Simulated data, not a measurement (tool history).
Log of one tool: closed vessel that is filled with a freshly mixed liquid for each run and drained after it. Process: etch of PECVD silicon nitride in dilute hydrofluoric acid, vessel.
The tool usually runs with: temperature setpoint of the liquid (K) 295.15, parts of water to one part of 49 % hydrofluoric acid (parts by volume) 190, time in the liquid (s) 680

run	day	temperature setpoint of the liquid (K)	parts of water to one part of 49 % hydrofluoric acid (parts by volume)	time in the liquid (s)	read-back film thickness of the PECVD silicon nitride reference wafer, read on the same gauge (nm)	thickness taken off the PECVD silicon nitride on a monitor wafer (nm)
1	0.000	295.15	190	680	40.80	5.91
2	1.296	295.15	190	680	40.83	5.83
3	2.146	295.15	190	680	40.88	5.70
4	3.212	295.15	190	680	40.89	5.83
5	7.608	295.15	190	680	41.06	5.76
6	8.533	295.15	190	680	41.11	5.96
7	9.125	295.15	190	680	41.16	5.82
8	10.242	295.15	190	680	41.15	5.87
9	11.246	295.15	190	680	41.21	5.88
10	12.354	295.15	190	680	41.23	5.94
11	13.529	297.15	190	875	41.28	8.61
12	14.350	295.15	190	880	40.11	7.42
13	16.408	295.15	190	880	40.21	7.44
14	16.938	295.15	190	680	40.18	5.84
15	17.512	298.15	125	400	40.18	6.26
16	18.167	292.65	135	680	40.24	6.82
17	19.329	292.65	270	680	40.30	3.43
18	20.800	295.15	190	680	40.35	5.71
19	21.542	297.65	155	420	40.40	5.14
20	22.129	299.15	190	680	40.42	7.55
21	23.325	295.15	190	680	40.47	5.74
22	24.046	296.65	190	680	40.48	6.46
23	25.279	299.15	130	680	40.48	11.12
24	26.100	295.15	190	680	40.57	5.93
25	27.550	295.15	190	680	40.64	5.69
26	28.600	295.15	190	1010	40.70	8.71
27	29.983	297.65	190	280	40.71	2.84
28	33.017	295.15	240	680	40.87	4.68

Missing from the log above: 3 entries noted between runs. For each, name the pair of listed runs it sits between and say how the tool's hidden condition differs from the listed run just before to the listed run just after:
Runs 11 to 12: gauge calibrated (day 14.029)
  gauge reads high (%): 3.24 -> 0.245
  difference, measured minus the result without the unlogged condition, thickness taken off the PECVD silicon nitride on a monitor wafer (nm): +0.27 -> +0.02
Runs 17 to 18: hydrofluoric acid flow meter replaced (day 20.204)
  gauge reads high (%): 0.723 -> 0.864
  difference, measured minus the result without the unlogged condition, thickness taken off the PECVD silicon nitride on a monitor wafer (nm): +0.03 -> +0.05
Runs 22 to 23: thermometer replaced (day 24.825)
  gauge reads high (%): 1.18 -> 1.29
  difference, measured minus the result without the unlogged condition, thickness taken off the PECVD silicon nitride on a monitor wafer (nm): +0.08 -> +0.14
